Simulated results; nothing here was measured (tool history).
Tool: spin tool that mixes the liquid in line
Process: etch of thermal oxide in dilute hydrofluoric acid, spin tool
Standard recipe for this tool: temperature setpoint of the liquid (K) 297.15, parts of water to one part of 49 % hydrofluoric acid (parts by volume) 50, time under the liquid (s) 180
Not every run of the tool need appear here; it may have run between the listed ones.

run   hour  temperature setpoint of the liquid (K)  parts of water to one part of 49 % hydrofluoric acid (parts by volume)  time under the liquid (s)  wafers since the last listed run  hours since the thermometer was replaced  hours since the hydrofluoric acid flow meter was replaced  hours since the gauge calibration  read-back film thickness of the thermal oxide reference wafer, read on the same gauge (nm)  thickness taken off the thermal oxide on a monitor wafer (angstrom)
  1    0.0                                  297.15                                                                      50                        230                                 0                                     963.7                                                     1989.0                              499.7                                                                                       30.03                                                                253.2
  2    8.1                                  297.15                                                                      50                        230                                76                                     971.8                                                     1997.1                              507.8                                                                                       30.04                                                                253.1
  3   18.9                                  297.15                                                                      50                        180                               101                                     982.6                                                     2007.9                              518.6                                                                                       30.00                                                                198.0
  4   26.9                                  297.15                                                                      50                        180                                75                                     990.6                                                     2015.9                              526.6                                                                                       30.00                                                                196.5
  5   41.9                                  297.15                                                                      50                        180                               141                                    1005.6                                                     2030.9                              541.6                                                                                       30.00                                                                197.7
  6   59.1                                  293.15                                                                      50                        260                               162                                    1022.8                                                     2048.1                              558.8                                                                                       30.03                                                                240.5
  7   65.9                                  293.15                                                                      50                        260                                64                                    1029.6                                                     2054.9                              565.6                                                                                       29.99                                                                240.1
  8   78.4                                  293.15                                                                      50                        260                               118                                    1042.1                                                     2067.4                              578.1                                                                                       29.98                                                                241.3
  9   95.8                                  297.15                                                                      50                        180                               164                                    1059.5                                                     2084.8                              595.5                                                                                       30.03                                                                199.0
      96.5  -- gauge calibrated
 10  110.5                                  297.15                                                                      50                        180                               138                                    1074.2                                                     2099.5                               14.0                                                                                       30.04                                                                198.0
 11  124.4                                  297.15                                                                      50                        180                               131                                    1088.1                                                     2113.4                               27.9                                                                                       29.96                                                                198.7
 12  133.4                                  298.65                                                                      50                        150                                84                                    1097.1                                                     2122.4                               36.9                                                                                       29.97                                                                176.0
 13  142.7                                  297.15                                                                      50                        180                                87                                    1106.4                                                     2131.7                               46.2                                                                                       29.98                                                                198.4
 14  150.1                                  295.15                                                                      30                        180                                69                                    1113.8                                                     2139.1                               53.6                                                                                       29.96                                                                311.7
 15  159.7                                  297.15                                                                      50                        180                                90                                    1123.4                                                     2148.7                               63.2                                                                                       29.97                                                                198.0
 16  172.9                                  297.15                                                                      50                        180                               124                                    1136.6                                                     2161.9                               76.4                                                                                       30.03                                                                198.3
     187.3  -- thermometer replaced
 17  189.6                                  300.15                                                                      35                        105                               148                                       2.3                                                     2178.6                               93.1                                                                                       30.00                                                                195.9
 18  207.4                                  297.15                                                                      55                         85                               168                                      20.1                                                     2196.4                              110.9                                                                                       29.99                                                                 87.1
 19  223.5                                  301.65                                                                      60                        180                               151                                      36.2                                                     2212.5                              127.0                                                                                       30.01                                                                200.8
 20  239.7                                  294.65                                                                      50                        180                               152                                      52.4                                                     2228.7                              143.2                                                                                       30.01                                                                183.0
 21  249.9                                  299.65                                                                      50                        180                                96                                      62.6                                                     2238.9                              153.4                                                                                       29.99                                                                226.1
 22  267.0                                  301.15                                                                      65                        145                               161                                      79.7                                                     2256.0                              170.5                                                                                       30.01                                                                146.4
 23  284.8                                  297.15                                                                      60                        180                               168                                      97.5                                                     2273.8                              188.3                                                                                       30.02                                                                168.6
 24  298.8                                  297.15                                                                      50                        180                               132                                     111.5                                                     2287.8                              202.3                                                                                       30.02                                                                204.5
 25  316.2                                  297.15                                                                      50                        180                               164                                     128.9                                                     2305.2                              219.7                                                                                       29.98                                                                204.5
     327.7  -- hydrofluoric acid flow meter replaced
 26  328.8                                  297.15                                                                      50                        180                               109                                     141.5                                                        1.1                              232.3                                                                                       30.01                                                                179.1
 27  343.7                                  297.15                                                                      35                        210                               140                                     156.4                                                       16.0                              247.2                                                                                       29.95                                                                305.2

The next listed run, before its measurement:
 28  368.1                                  297.15                                                                      65                         85                               230                                     180.8                                                       40.4                              271.6                                                                                           ?                                                                    ?

{"run 28": {"read-back film thickness of the thermal oxide reference wafer, read on the same gauge (nm)": 29.96, "thickness taken off the thermal oxide on a monitor wafer (angstrom)": 64.1}}
With no hidden state in the tool, this same run would have given thickness taken off the thermal oxide on a monitor wafer (angstrom) 63.1.
